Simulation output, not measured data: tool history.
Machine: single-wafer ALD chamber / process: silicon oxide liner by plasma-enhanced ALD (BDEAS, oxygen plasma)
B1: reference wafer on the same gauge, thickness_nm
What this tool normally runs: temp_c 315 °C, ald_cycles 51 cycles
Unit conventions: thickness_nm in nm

run 1 day=0 | temp_c=320 ald_cycles=51 | B1=5.788 | thickness_nm=4.863
run 2 day=0.658 | temp_c=320 ald_cycles=51 | B1=5.787 | thickness_nm=4.884
run 3 day=1.267 | temp_c=315 ald_cycles=53 | B1=5.788 | thickness_nm=5.087
run 4 day=2.008 | temp_c=315 ald_cycles=53 | B1=5.788 | thickness_nm=5.097
run 5 day=2.442 | temp_c=315 ald_cycles=53 | B1=5.792 | thickness_nm=5.104
run 6 day=2.738 | temp_c=315 ald_cycles=51 | B1=5.792 | thickness_nm=4.911
-- day=3.129 gauge calibrated
run 7 day=3.154 | temp_c=319 ald_cycles=56 | B1=5.789 | thickness_nm=5.345
run 8 day=3.504 | temp_c=319 ald_cycles=56 | B1=5.792 | thickness_nm=5.368
run 9 day=4.188 | temp_c=319 ald_cycles=56 | B1=5.792 | thickness_nm=5.378
run 10 day=4.658 | temp_c=315 ald_cycles=51 | B1=5.787 | thickness_nm=4.907
run 11 day=5.283 | temp_c=315 ald_cycles=51 | B1=5.787 | thickness_nm=4.896
run 12 day=5.633 | temp_c=315 ald_cycles=51 | B1=5.789 | thickness_nm=4.918
run 13 day=5.967 | temp_c=315 ald_cycles=51 | B1=5.79 | thickness_nm=4.898
run 14 day=6.475 | temp_c=326 ald_cycles=56 | B1=5.79 | thickness_nm=5.301
run 15 day=6.729 | temp_c=326 ald_cycles=56 | B1=5.795 | thickness_nm=5.337
run 16 day=7.271 | temp_c=307 ald_cycles=48 | B1=5.789 | thickness_nm=4.657
run 17 day=7.904 | temp_c=307 ald_cycles=48 | B1=5.788 | thickness_nm=4.671
run 18 day=10.05 | temp_c=307 ald_cycles=48 | B1=5.791 | thickness_nm=4.665
run 19 day=10.367 | temp_c=315 ald_cycles=51 | B1=5.788 | thickness_nm=4.903
run 20 day=11.071 | temp_c=315 ald_cycles=51 | B1=5.791 | thickness_nm=4.929
-- day=11.525 thermocouple changed; heater temperature recalibrated
run 21 day=11.783 | temp_c=315 ald_cycles=51 | B1=5.791 | thickness_nm=4.894
run 22 day=12.05 | temp_c=323 ald_cycles=51 | B1=5.791 | thickness_nm=4.858
run 23 day=12.321 | temp_c=315 ald_cycles=51 | B1=5.791 | thickness_nm=4.899
run 24 day=12.729 | temp_c=302 ald_cycles=59 | B1=5.791 | thickness_nm=5.778
run 25 day=13.275 | temp_c=315 ald_cycles=51 | B1=5.792 | thickness_nm=4.904
run 26 day=13.6 | temp_c=325 ald_cycles=51 | B1=5.789 | thickness_nm=4.856
run 27 day=14.162 | temp_c=325 ald_cycles=57 | B1=5.79 | thickness_nm=5.41
run 28 day=15.508 | temp_c=303 ald_cycles=47 | B1=5.794 | thickness_nm=4.569
run 29 day=16.121 | temp_c=301 ald_cycles=54 | B1=5.789 | thickness_nm=5.305
run 30 day=16.442 | temp_c=315 ald_cycles=51 | B1=5.788 | thickness_nm=4.907
run 31 day=16.817 | temp_c=315 ald_cycles=51 | B1=5.788 | thickness_nm=4.876
run 32 day=17.438 | temp_c=300 ald_cycles=42 | B1=5.789 | thickness_nm=4.123
run 33 day=18.146 | temp_c=303 ald_cycles=51 | B1=5.791 | thickness_nm=4.968
run 34 day=18.467 | temp_c=315 ald_cycles=51 | B1=5.79 | thickness_nm=4.909
run 35 day=19.067 | temp_c=326 ald_cycles=43 | B1=5.788 | thickness_nm=4.075
-- day=19.238 gauge calibrated
run 36 day=19.65 | temp_c=315 ald_cycles=43 | B1=5.794 | thickness_nm=4.115
run 37 day=20.204 | temp_c=330 ald_cycles=51 | B1=5.792 | thickness_nm=4.807
run 38 day=20.512 | temp_c=315 ald_cycles=51 | B1=5.791 | thickness_nm=4.914
run 39 day=20.979 | temp_c=326 ald_cycles=51 | B1=5.789 | thickness_nm=4.822
run 40 day=21.425 | temp_c=315 ald_cycles=51 | B1=5.791 | thickness_nm=4.916
run 41 day=22.117 | temp_c=308 ald_cycles=60 | B1=5.788 | thickness_nm=5.848
run 42 day=23.642 | temp_c=304 ald_cycles=51 | B1=5.79 | thickness_nm=4.97
run 43 day=24.308 | temp_c=315 ald_cycles=45 | B1=5.791 | thickness_nm=4.318
run 44 day=24.908 | temp_c=329 ald_cycles=44 | B1=5.792 | thickness_nm=4.147

5 options for the next run, each taken on its own from the tool as it stands now. Forecast them:
run A day=24.929 | temp_c=315 ald_cycles=51 | B1=? | thickness_nm=?
run B day=24.929 | temp_c=305 ald_cycles=42 | B1=? | thickness_nm=?
run C day=24.929 | temp_c=309 ald_cycles=51 | B1=? | thickness_nm=?
run D day=24.929 | temp_c=327 ald_cycles=43 | B1=? | thickness_nm=?
run E day=24.929 | temp_c=315 ald_cycles=46 | B1=? | thickness_nm=?

run=A B1=5.786 thickness_nm=4.909
run=B B1=5.786 thickness_nm=4.096
run=C B1=5.786 thickness_nm=4.948
run=D B1=5.786 thickness_nm=4.074
run=E B1=5.786 thickness_nm=4.428
The same runs, with their run-to-run variation unchanged, on a tool lacking any hidden condition would have given:
run=A thickness_nm=4.909
run=B thickness_nm=4.096
run=C thickness_nm=4.948
run=D thickness_nm=4.074
run=E thickness_nm=4.428
